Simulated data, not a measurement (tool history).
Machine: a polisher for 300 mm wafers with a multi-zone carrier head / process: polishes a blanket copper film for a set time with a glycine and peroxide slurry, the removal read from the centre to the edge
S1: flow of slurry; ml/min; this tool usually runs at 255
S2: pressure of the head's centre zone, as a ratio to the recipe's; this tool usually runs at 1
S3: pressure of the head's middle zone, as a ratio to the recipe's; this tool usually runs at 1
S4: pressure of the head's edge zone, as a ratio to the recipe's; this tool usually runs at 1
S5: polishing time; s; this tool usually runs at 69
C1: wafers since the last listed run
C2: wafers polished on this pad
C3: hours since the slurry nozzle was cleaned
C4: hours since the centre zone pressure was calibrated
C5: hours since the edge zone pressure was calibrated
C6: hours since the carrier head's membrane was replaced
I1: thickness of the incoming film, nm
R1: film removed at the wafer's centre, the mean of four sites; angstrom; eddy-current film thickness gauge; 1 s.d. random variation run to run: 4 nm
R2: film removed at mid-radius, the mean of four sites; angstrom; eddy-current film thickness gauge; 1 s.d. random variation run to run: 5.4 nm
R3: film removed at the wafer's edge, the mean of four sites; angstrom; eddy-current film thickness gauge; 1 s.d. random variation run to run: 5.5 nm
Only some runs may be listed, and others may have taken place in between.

run	hour	S1	S2	S3	S4	S5	C1	C2	C3	C4	C5	C6	I1	R1	R2	R3
1	0	255	1.03	1	1.03	69	0	301	630.8	943.7	448.1	2164.8	2026.1	4374	3876	4002
# hour 7.8: carrier head's membrane replaced by a new one
2	82.6	255	1.03	1	1.03	69	634	936	713.4	1026.3	530.7	74.8	2032.9	4387	3927	3933
3	96	185	1	1	1	69	109	1045	726.8	1039.7	544.1	88.2	2007.8	4048	3603	3727
# hour 102.4: worn pad replaced by a new one
4	123.9	255	1	1	1	69	195	175	754.7	1067.6	572	116.1	2050.6	4257	3823	3802
5	153	255	1	1	1	69	237	413	783.8	1096.7	601.1	145.2	2055.7	4250	3920	3792
6	171.4	255	1.06	1	1	69	150	564	802.2	1115.1	619.5	163.6	2036	4540	3863	3900
# hour 173.1: slurry nozzle cleaned
7	189.8	255	1	1	1	69	142	706	16.7	1133.5	637.9	182	2029.2	4275	3944	3891
8	223	300	1	1	1	82	271	977	49.9	1166.7	671.1	215.2	2049.7	5178	4785	4688
9	244.9	255	1	1	1.04	92	179	1157	71.8	1188.6	693	237.1	2022.5	5734	5174	5290
# hour 260.3: worn pad replaced by a new one
10	260.8	295	1.1	1.06	1	82	97	4	87.7	1204.5	708.9	253	2059.2	5740	4886	4578
11	282.9	255	1	1	1.08	59	180	185	109.8	1226.6	731	275.1	2021.2	3673	3419	3431
12	299.2	255	0.92	1.05	0.92	62	133	318	126.1	1242.9	747.3	291.4	2063.4	3544	3697	3347
13	326.6	255	1.05	1.07	0.91	69	224	542	153.5	1270.3	774.7	318.8	2035.1	4420	4085	3671
# hour 348.3: edge zone pressure recalibrated
14	362.5	325	1	1	0.9	69	277	819	189.4	1306.2	14.2	354.7	2054.6	4289	3974	3690
# hour 383.7: centre zone pressure recalibrated
15	384.9	255	1	1	1	69	166	986	211.8	1.2	36.6	377.1	2052.8	3880	3870	3875
16	416.3	255	1	1	1	69	256	1243	243.2	32.6	68	408.5	2031.4	3861	4011	3883
# hour 433.7: worn pad replaced by a new one
17	447.9	255	0.95	1	1.1	69	225	115	274.8	64.2	99.6	440.1	2007.2	3693	3929	4059
18	467.5	255	1	1.11	1	69	160	276	294.4	83.8	119.2	459.7	2053	3921	4338	3787
19	496.6	255	0.93	1	1	69	237	514	323.5	112.9	148.3	488.8	2031.1	3686	3882	3940
20	523.7	255	0.96	1.04	1	69	221	735	350.6	140	175.4	515.9	2013.6	3810	4030	3895
21	541.5	255	1	1	1	69	145	881	368.4	157.8	193.2	533.7	2024.6	4050	3876	3781

Forecast each of these 5 alternatives for the next run:
A	541.9	255	1	1	0.93	69	3	884	368.8	158.2	193.6	534.1	2040.6	?	?	?
B	541.9	225	1	1	1	69	3	884	368.8	158.2	193.6	534.1	2040.6	?	?	?
C	541.9	290	0.96	0.94	1.05	69	3	884	368.8	158.2	193.6	534.1	2040.6	?	?	?
D	541.9	200	1.09	1	0.92	79	3	884	368.8	158.2	193.6	534.1	2040.6	?	?	?
E	541.9	310	1.07	1	1	69	3	884	368.8	158.2	193.6	534.1	2040.6	?	?	?

run	R1	R2	R3
A	3937	3869	3726
B	3864	3803	3808
C	3840	3728	3997
D	4726	4274	4134
E	4317	3952	3921
Without the tool's unlogged condition, the same runs would have read:
run	R1	R2	R3
A	3819	3869	3726
B	3749	3804	3808
C	3725	3729	3997
D	4586	4274	4134
E	4189	3953	3921

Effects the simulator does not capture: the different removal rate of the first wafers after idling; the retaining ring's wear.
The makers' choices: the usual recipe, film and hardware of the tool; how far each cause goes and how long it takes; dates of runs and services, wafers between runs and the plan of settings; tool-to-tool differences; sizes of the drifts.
